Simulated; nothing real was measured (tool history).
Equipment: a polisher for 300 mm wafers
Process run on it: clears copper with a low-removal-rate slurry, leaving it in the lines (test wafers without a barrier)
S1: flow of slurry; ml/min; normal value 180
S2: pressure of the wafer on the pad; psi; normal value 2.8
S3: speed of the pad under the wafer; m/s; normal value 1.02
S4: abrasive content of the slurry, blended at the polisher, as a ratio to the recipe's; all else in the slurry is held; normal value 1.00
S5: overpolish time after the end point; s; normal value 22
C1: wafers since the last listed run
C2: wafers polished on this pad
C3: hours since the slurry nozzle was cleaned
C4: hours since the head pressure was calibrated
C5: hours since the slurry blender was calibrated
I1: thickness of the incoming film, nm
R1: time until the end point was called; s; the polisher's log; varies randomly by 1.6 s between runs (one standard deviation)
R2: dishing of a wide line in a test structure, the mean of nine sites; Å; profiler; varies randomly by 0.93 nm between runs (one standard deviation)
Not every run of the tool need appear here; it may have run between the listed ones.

run 1 hour=0.0 | S1=180 S2=2.8 S3=1.02 S4=1.00 S5=13 | C1=0 C2=1403 C3=214.1 C4=296.1 C5=301.1 | I1=434.2 | R1=160.7 R2=252
run 2 hour=59.6 | S1=180 S2=2.8 S3=1.02 S4=1.20 S5=22 | C1=465 C2=1869 C3=273.7 C4=355.7 C5=360.7 | I1=436.2 | R1=157.8 R2=399
-- hour=100.3 slurry blender recalibrated
run 3 hour=108.5 | S1=180 S2=2.8 S3=1.02 S4=1.00 S5=27 | C1=366 C2=2235 C3=322.6 C4=404.6 C5=8.2 | I1=434.0 | R1=164.6 R2=473
run 4 hour=167.1 | S1=180 S2=2.8 S3=1.02 S4=1.00 S5=27 | C1=457 C2=2693 C3=381.2 C4=463.2 C5=66.8 | I1=431.6 | R1=162.8 R2=479
-- hour=208.0 worn pad replaced by a new one
-- hour=216.8 head pressure recalibrated
run 5 hour=260.8 | S1=180 S2=2.8 S3=1.02 S4=1.00 S5=22 | C1=685 C2=396 C3=474.9 C4=44.0 C5=160.5 | I1=438.6 | R1=167.3 R2=395
run 6 hour=332.3 | S1=180 S2=2.8 S3=1.02 S4=1.00 S5=22 | C1=558 C2=955 C3=546.4 C4=115.5 C5=232.0 | I1=436.0 | R1=162.7 R2=387
-- hour=370.2 slurry nozzle cleaned
run 7 hour=370.7 | S1=180 S2=2.8 S3=1.02 S4=1.00 S5=22 | C1=292 C2=1247 C3=0.5 C4=153.9 C5=270.4 | I1=433.1 | R1=165.6 R2=399
run 8 hour=424.0 | S1=180 S2=2.0 S3=1.02 S4=1.00 S5=22 | C1=416 C2=1663 C3=53.8 C4=207.2 C5=323.7 | I1=432.5 | R1=208.2 R2=309
run 9 hour=491.3 | S1=180 S2=2.0 S3=1.02 S4=1.00 S5=22 | C1=525 C2=2189 C3=121.1 C4=274.5 C5=391.0 | I1=439.3 | R1=210.8 R2=309
run 10 hour=552.4 | S1=180 S2=2.8 S3=1.02 S4=1.00 S5=22 | C1=477 C2=2666 C3=182.2 C4=335.6 C5=452.1 | I1=436.5 | R1=167.6 R2=400
-- hour=567.7 slurry blender recalibrated
run 11 hour=588.0 | S1=180 S2=2.8 S3=1.24 S4=1.00 S5=22 | C1=262 C2=2929 C3=217.8 C4=371.2 C5=20.3 | I1=428.7 | R1=132.2 R2=475
run 12 hour=658.6 | S1=195 S2=2.8 S3=1.02 S4=1.00 S5=22 | C1=551 C2=3480 C3=288.4 C4=441.8 C5=90.9 | I1=437.6 | R1=163.8 R2=396
-- hour=687.8 worn pad replaced by a new one
run 13 hour=723.6 | S1=210 S2=3.4 S3=1.02 S4=0.75 S5=28 | C1=476 C2=279 C3=353.4 C4=506.8 C5=155.9 | I1=437.8 | R1=146.1 R2=565
-- hour=756.8 head pressure recalibrated
run 14 hour=876.1 | S1=200 S2=2.2 S3=1.02 S4=1.00 S5=11 | C1=1175 C2=1454 C3=505.9 C4=119.3 C5=308.4 | I1=437.9 | R1=199.3 R2=173
run 15 hour=918.5 | S1=180 S2=2.8 S3=1.02 S4=1.10 S5=22 | C1=331 C2=1786 C3=548.3 C4=161.7 C5=350.8 | I1=441.6 | R1=162.1 R2=408
-- hour=938.0 slurry nozzle cleaned
run 16 hour=957.0 | S1=180 S2=2.8 S3=1.02 S4=1.00 S5=22 | C1=292 C2=2079 C3=19.0 C4=200.2 C5=389.3 | I1=442.1 | R1=165.5 R2=393
run 17 hour=990.6 | S1=180 S2=2.8 S3=1.02 S4=1.00 S5=22 | C1=262 C2=2341 C3=52.6 C4=233.8 C5=422.9 | I1=436.5 | R1=165.6 R2=379
run 18 hour=1024.2 | S1=245 S2=2.8 S3=1.18 S4=1.00 S5=22 | C1=262 C2=2604 C3=86.2 C4=267.4 C5=456.5 | I1=431.9 | R1=132.7 R2=468
-- hour=1059.1 slurry blender recalibrated
run 19 hour=1065.6 | S1=180 S2=2.8 S3=1.02 S4=1.00 S5=22 | C1=307 C2=2911 C3=127.6 C4=308.8 C5=6.5 | I1=429.6 | R1=162.3 R2=398
run 20 hour=1106.5 | S1=180 S2=2.0 S3=1.02 S4=1.00 S5=26 | C1=319 C2=3231 C3=168.5 C4=349.7 C5=47.4 | I1=437.2 | R1=211.3 R2=377
-- hour=1150.8 worn pad replaced by a new one
run 21 hour=1168.3 | S1=180 S2=2.8 S3=1.02 S4=1.00 S5=22 | C1=451 C2=137 C3=230.3 C4=411.5 C5=109.2 | I1=444.9 | R1=167.8 R2=394
run 22 hour=1221.9 | S1=125 S2=2.2 S3=1.02 S4=1.00 S5=22 | C1=418 C2=555 C3=283.9 C4=465.1 C5=162.8 | I1=436.9 | R1=212.8 R2=315
-- hour=1224.5 head pressure recalibrated
run 23 hour=1251.7 | S1=180 S2=2.3 S3=0.84 S4=1.00 S5=22 | C1=217 C2=772 C3=313.7 C4=27.2 C5=192.6 | I1=434.0 | R1=230.7 R2=291
run 24 hour=1294.8 | S1=180 S2=2.2 S3=0.74 S4=0.90 S5=22 | C1=336 C2=1109 C3=356.8 C4=70.3 C5=235.7 | I1=428.6 | R1=272.6 R2=259
run 25 hour=1357.2 | S1=205 S2=2.8 S3=1.30 S4=1.00 S5=33 | C1=487 C2=1597 C3=419.2 C4=132.7 C5=298.1 | I1=437.5 | R1=126.7 R2=689
run 26 hour=1385.2 | S1=235 S2=3.7 S3=1.02 S4=1.00 S5=22 | C1=218 C2=1815 C3=447.2 C4=160.7 C5=326.1 | I1=435.7 | R1=126.5 R2=501
run 27 hour=1427.4 | S1=180 S2=2.0 S3=1.02 S4=1.00 S5=22 | C1=329 C2=2145 C3=489.4 C4=202.9 C5=368.3 | I1=436.6 | R1=208.0 R2=321
-- hour=1504.3 slurry blender recalibrated
-- hour=1510.4 slurry nozzle cleaned
-- hour=1583.2 worn pad replaced by a new one
run 28 hour=1623.6 | S1=180 S2=2.8 S3=1.02 S4=1.00 S5=30 | C1=1478 C2=315 C3=113.2 C4=399.1 C5=119.3 | I1=441.8 | R1=166.2 R2=495
run 29 hour=1695.0 | S1=215 S2=2.8 S3=1.02 S4=0.70 S5=22 | C1=557 C2=873 C3=184.6 C4=470.5 C5=190.7 | I1=434.3 | R1=170.4 R2=381

Run-by-run hidden state of the tool:
removal rate lost through wear of the pad, %: 0 in every run
slurry flow missing at the pad, %: 0 in every run
deviation of the head's pressure from its setpoint, %: 0 in every run
abrasive missing from the slurry, %: 0 in every run

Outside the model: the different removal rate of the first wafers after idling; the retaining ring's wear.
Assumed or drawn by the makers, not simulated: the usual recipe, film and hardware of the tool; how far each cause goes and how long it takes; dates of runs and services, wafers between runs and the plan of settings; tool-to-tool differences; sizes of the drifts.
